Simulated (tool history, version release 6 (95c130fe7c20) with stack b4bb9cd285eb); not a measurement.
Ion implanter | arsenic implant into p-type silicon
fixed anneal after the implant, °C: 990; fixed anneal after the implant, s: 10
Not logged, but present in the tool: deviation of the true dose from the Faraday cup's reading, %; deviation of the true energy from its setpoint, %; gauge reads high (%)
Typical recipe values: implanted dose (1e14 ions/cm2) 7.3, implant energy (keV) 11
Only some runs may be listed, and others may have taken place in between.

run	hour	implanted dose (1e14 ions/cm2)	implant energy (keV)	wafers since the last listed run	hours since the last dose calibration	hours since the extraction supply was calibrated	hours since the gauge calibration	read-back reference wafer on the same gauge, sheet resistance	sheet resistance of the implanted and annealed layer (ohm/square)
1	0	7.3	11	0	1172.9	1960	310.2	190.9	184.59
2	13.1	7.3	10	241	1186	1973.1	323.3	191.2	186.89
3	30.2	5.62	11	315	1203.1	1990.2	340.4	191.01	206.51
4	45	7.3	11	273	1217.9	2005	355.2	190.94	182.8
5	53.1	7.3	11	149	1226	2013.1	363.3	190.95	182.66
6	62	7.3	11	164	1234.9	2022	372.2	190.9	183.03
7	78	7.3	11	295	1250.9	2038	388.2	190.89	182.9
8	90.6	7.3	11	232	1263.5	2050.6	400.8	191.06	182.77
9	105.5	7.3	11	274	1278.4	2065.5	415.7	190.94	181.34
10	113.8	7.3	11	153	1286.7	2073.8	424	190.94	183.41
11	124.4	7.3	13.5	195	1297.3	2084.4	434.6	190.95	174.91
12	135	7.3	13.5	195	1307.9	2095	445.2	191.05	173.73
# hour 175.5: Faraday cup replaced and dose calibrated
13	176	7.3	13.5	608	0.5	2136	486.2	191.02	175.56
# hour 177.9: gauge calibrated
14	186.8	7.3	11	199	11.3	2146.8	8.9	191	183.95
15	204.2	7.3	11	321	28.7	2164.2	26.3	191.03	182.56
16	216.2	7.3	11	221	40.7	2176.2	38.3	190.85	181.82
17	229.6	7.3	11	247	54.1	2189.6	51.7	190.82	182.11
18	239.4	5.71	7	180	63.9	2199.4	61.5	190.93	220.47
19	246.7	6.31	12.5	134	71.2	2206.7	68.8	190.92	189.62
# hour 263.1: extraction supply calibrated
20	263.6	7.3	11	164	88.1	0.5	85.7	191.07	182.18
21	274.2	7.3	11	195	98.7	11.1	96.3	191.07	183.41
22	290.2	9.07	12.5	295	114.7	27.1	112.3	191.19	162.98
23	303	7.3	11	236	127.5	39.9	125.1	190.87	183.9
24	317	7.3	11	258	141.5	53.9	139.1	190.94	182.53
25	333.6	7.3	9	306	158.1	70.5	155.7	191.16	190.01
26	346.3	6.51	12.5	234	170.8	83.2	168.4	191.07	188.11
27	370.7	9.27	14.5	450	195.2	107.6	192.8	190.89	156.68
28	378	7.3	11	134	202.5	114.9	200.1	191.08	184.1
29	390.2	8.46	9.5	225	214.7	127.1	212.3	191.03	179.51
30	403	5.15	13.5	236	227.5	139.9	225.1	191.01	210.11
31	412.7	8.68	14.5	178	237.2	149.6	234.8	190.92	161.93
32	420.4	8.75	8.5	142	244.9	157.3	242.5	191.06	182.4
33	437.8	7.3	13.5	321	262.3	174.7	259.9	191.17	174.61
34	453.8	8.1	11	295	278.3	190.7	275.9	190.77	176.82
35	463.2	8.12	11	173	287.7	200.1	285.3	190.97	175.99
36	472.2	7.3	11	166	296.7	209.1	294.3	190.93	184.17
37	488	5.14	10	291	312.5	224.9	310.1	191.04	220.51

Branching from run 37: 4 alternative next runs. What would each branch give?
A	488.4	7.3	11	7	312.9	225.3	310.5	?	?
B	488.4	7.89	14	7	312.9	225.3	310.5	?	?
C	488.4	9.33	14.5	7	312.9	225.3	310.5	?	?
D	488.4	9.2	14	7	312.9	225.3	310.5	?	?

run	read-back reference wafer on the same gauge, sheet resistance	sheet resistance of the implanted and annealed layer (ohm/square)
A	190.94	183.77
B	190.94	169.37
C	190.94	157.76
D	190.94	160.03
The same runs, with their run-to-run variation unchanged, on a tool lacking any hidden condition would have given:
run	sheet resistance of the implanted and annealed layer (ohm/square)
A	183.77
B	169.37
C	157.76
D	160.03
